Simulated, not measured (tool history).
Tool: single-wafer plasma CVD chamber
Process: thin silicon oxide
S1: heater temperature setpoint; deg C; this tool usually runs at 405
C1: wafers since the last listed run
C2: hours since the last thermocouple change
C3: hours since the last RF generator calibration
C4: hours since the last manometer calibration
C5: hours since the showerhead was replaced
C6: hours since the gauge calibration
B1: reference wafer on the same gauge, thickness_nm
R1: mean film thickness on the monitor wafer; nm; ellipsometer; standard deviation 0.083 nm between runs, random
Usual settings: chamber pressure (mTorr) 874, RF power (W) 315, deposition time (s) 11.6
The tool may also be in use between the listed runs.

{"run": 1, "hour": 0.0, "S1": 405, "chamber pressure (mTorr)": 874, "RF power (W)": 315, "deposition time (s)": 11.6, "C1": 0, "C2": 1650.9, "C3": 2373.5, "C4": 2661.6, "C5": 3111.5, "C6": 466.2, "B1": 25.188, "R1": 23.122}
{"run": 2, "hour": 45.1, "S1": 405, "chamber pressure (mTorr)": 874, "RF power (W)": 315, "deposition time (s)": 11.6, "C1": 1485, "C2": 1696, "C3": 2418.6, "C4": 2706.7, "C5": 3156.6, "C6": 511.3, "B1": 25.188, "R1": 23.287}
{"run": 3, "hour": 52.0, "S1": 405, "chamber pressure (mTorr)": 874, "RF power (W)": 315, "deposition time (s)": 11.6, "C1": 227, "C2": 1702.9, "C3": 2425.5, "C4": 2713.6, "C5": 3163.5, "C6": 518.2, "B1": 25.212, "R1": 23.285}
{"run": 4, "hour": 67.6, "S1": 405, "chamber pressure (mTorr)": 874, "RF power (W)": 315, "deposition time (s)": 11.6, "C1": 513, "C2": 1718.5, "C3": 2441.1, "C4": 2729.2, "C5": 3179.1, "C6": 533.8, "B1": 25.219, "R1": 23.241}
{"run": 5, "hour": 82.5, "S1": 405, "chamber pressure (mTorr)": 874, "RF power (W)": 315, "deposition time (s)": 11.6, "C1": 490, "C2": 1733.4, "C3": 2456, "C4": 2744.1, "C5": 3194, "C6": 548.7, "B1": 25.225, "R1": 23.194}
{"run": 6, "hour": 92.2, "S1": 405, "chamber pressure (mTorr)": 874, "RF power (W)": 315, "deposition time (s)": 11.6, "C1": 319, "C2": 1743.1, "C3": 2465.7, "C4": 2753.8, "C5": 3203.7, "C6": 558.4, "B1": 25.222, "R1": 23.179}
{"run": 7, "hour": 103.0, "S1": 405, "chamber pressure (mTorr)": 874, "RF power (W)": 315, "deposition time (s)": 11.6, "C1": 355, "C2": 1753.9, "C3": 2476.5, "C4": 2764.6, "C5": 3214.5, "C6": 569.2, "B1": 25.161, "R1": 23.273}
{"run": 8, "hour": 111.5, "S1": 405, "chamber pressure (mTorr)": 874, "RF power (W)": 315, "deposition time (s)": 11.6, "C1": 279, "C2": 1762.4, "C3": 2485, "C4": 2773.1, "C5": 3223, "C6": 577.7, "B1": 25.19, "R1": 23.101}
{"hour": 121.2, "done": "gauge calibrated"}
{"hour": 124.9, "done": "RF generator calibrated"}
{"run": 9, "hour": 129.1, "S1": 405, "chamber pressure (mTorr)": 874, "RF power (W)": 315, "deposition time (s)": 11.6, "C1": 316, "C2": 1780, "C3": 4.2, "C4": 2790.7, "C5": 3240.6, "C6": 7.9, "B1": 25.168, "R1": 23.272}
{"run": 10, "hour": 143.6, "S1": 405, "chamber pressure (mTorr)": 874, "RF power (W)": 315, "deposition time (s)": 11.6, "C1": 477, "C2": 1794.5, "C3": 18.7, "C4": 2805.2, "C5": 3255.1, "C6": 22.4, "B1": 25.225, "R1": 23.195}
{"run": 11, "hour": 160.0, "S1": 405, "chamber pressure (mTorr)": 874, "RF power (W)": 315, "deposition time (s)": 11.6, "C1": 540, "C2": 1810.9, "C3": 35.1, "C4": 2821.6, "C5": 3271.5, "C6": 38.8, "B1": 25.17, "R1": 23.134}
{"hour": 172.0, "done": "thermocouple changed; heater temperature recalibrated"}
{"run": 12, "hour": 172.5, "S1": 405, "chamber pressure (mTorr)": 874, "RF power (W)": 315, "deposition time (s)": 11.6, "C1": 148, "C2": 0.5, "C3": 47.6, "C4": 2834.1, "C5": 3284, "C6": 51.3, "B1": 25.24, "R1": 23.269}
{"run": 13, "hour": 180.6, "S1": 405, "chamber pressure (mTorr)": 1080, "RF power (W)": 315, "deposition time (s)": 13, "C1": 266, "C2": 8.6, "C3": 55.7, "C4": 2842.2, "C5": 3292.1, "C6": 59.4, "B1": 25.222, "R1": 30.057}
{"run": 14, "hour": 194.3, "S1": 397, "chamber pressure (mTorr)": 737, "RF power (W)": 290, "deposition time (s)": 10, "C1": 451, "C2": 22.3, "C3": 69.4, "C4": 2855.9, "C5": 3305.8, "C6": 73.1, "B1": 25.258, "R1": 17.186}
{"run": 15, "hour": 211.1, "S1": 405, "chamber pressure (mTorr)": 874, "RF power (W)": 375, "deposition time (s)": 10.6, "C1": 553, "C2": 39.1, "C3": 86.2, "C4": 2872.7, "C5": 3322.6, "C6": 89.9, "B1": 25.19, "R1": 22.489}
{"run": 16, "hour": 219.7, "S1": 405, "chamber pressure (mTorr)": 874, "RF power (W)": 315, "deposition time (s)": 11.6, "C1": 283, "C2": 47.7, "C3": 94.8, "C4": 2881.3, "C5": 3331.2, "C6": 98.5, "B1": 25.206, "R1": 23.319}
{"run": 17, "hour": 255.3, "S1": 417, "chamber pressure (mTorr)": 1075, "RF power (W)": 360, "deposition time (s)": 11.6, "C1": 1172, "C2": 83.3, "C3": 130.4, "C4": 2916.9, "C5": 3366.8, "C6": 134.1, "B1": 25.213, "R1": 27.648}
{"run": 18, "hour": 261.8, "S1": 398, "chamber pressure (mTorr)": 874, "RF power (W)": 350, "deposition time (s)": 10.7, "C1": 214, "C2": 89.8, "C3": 136.9, "C4": 2923.4, "C5": 3373.3, "C6": 140.6, "B1": 25.194, "R1": 22.192}
{"hour": 278.4, "done": "capacitance manometer re-zeroed and calibrated"}
{"run": 19, "hour": 278.9, "S1": 405, "chamber pressure (mTorr)": 874, "RF power (W)": 350, "deposition time (s)": 10.7, "C1": 299, "C2": 106.9, "C3": 154, "C4": 0.5, "C5": 3390.4, "C6": 157.7, "B1": 25.239, "R1": 22.12}
{"run": 20, "hour": 280.3, "S1": 405, "chamber pressure (mTorr)": 874, "RF power (W)": 315, "deposition time (s)": 13.2, "C1": 46, "C2": 108.3, "C3": 155.4, "C4": 1.9, "C5": 3391.8, "C6": 159.1, "B1": 25.151, "R1": 26.438}
{"run": 21, "hour": 293.4, "S1": 410, "chamber pressure (mTorr)": 1011, "RF power (W)": 345, "deposition time (s)": 11.6, "C1": 431, "C2": 121.4, "C3": 168.5, "C4": 15, "C5": 3404.9, "C6": 172.2, "B1": 25.244, "R1": 26.389}
{"hour": 314.2, "done": "showerhead replaced"}
{"run": 22, "hour": 314.7, "S1": 405, "chamber pressure (mTorr)": 1053, "RF power (W)": 315, "deposition time (s)": 12.6, "C1": 438, "C2": 142.7, "C3": 189.8, "C4": 36.3, "C5": 0.5, "C6": 193.5, "B1": 25.241, "R1": 28.727}
{"run": 23, "hour": 316.8, "S1": 401, "chamber pressure (mTorr)": 874, "RF power (W)": 315, "deposition time (s)": 11.6, "C1": 69, "C2": 144.8, "C3": 191.9, "C4": 38.4, "C5": 2.6, "C6": 195.6, "B1": 25.238, "R1": 23.344}
{"run": 24, "hour": 327.0, "S1": 392, "chamber pressure (mTorr)": 874, "RF power (W)": 315, "deposition time (s)": 11.6, "C1": 335, "C2": 155, "C3": 202.1, "C4": 48.6, "C5": 12.8, "C6": 205.8, "B1": 25.188, "R1": 23.515}
{"run": 25, "hour": 344.0, "S1": 397, "chamber pressure (mTorr)": 737, "RF power (W)": 290, "deposition time (s)": 10, "C1": 559, "C2": 172, "C3": 219.1, "C4": 65.6, "C5": 29.8, "C6": 222.8, "B1": 25.201, "R1": 17.19}
{"run": 26, "hour": 353.6, "S1": 405, "chamber pressure (mTorr)": 874, "RF power (W)": 315, "deposition time (s)": 11.6, "C1": 316, "C2": 181.6, "C3": 228.7, "C4": 75.2, "C5": 39.4, "C6": 232.4, "B1": 25.161, "R1": 23.078}
{"run": 27, "hour": 404.6, "S1": 405, "chamber pressure (mTorr)": 874, "RF power (W)": 315, "deposition time (s)": 11.6, "C1": 1679, "C2": 232.6, "C3": 279.7, "C4": 126.2, "C5": 90.4, "C6": 283.4, "B1": 25.176, "R1": 23.257}
{"run": 28, "hour": 451.9, "S1": 405, "chamber pressure (mTorr)": 874, "RF power (W)": 315, "deposition time (s)": 11.6, "C1": 1558, "C2": 279.9, "C3": 327, "C4": 173.5, "C5": 137.7, "C6": 330.7, "B1": 25.245, "R1": 23.14}

Hidden state, per run?
wafer temperature above the value expected at the setpoint (K): 0, the same for each run
delivered RF power above the setpoint (%): 0, the same for each run
true pressure above the setpoint (%): 0, the same for each run
gauge reads high (%): 0, the same for each run
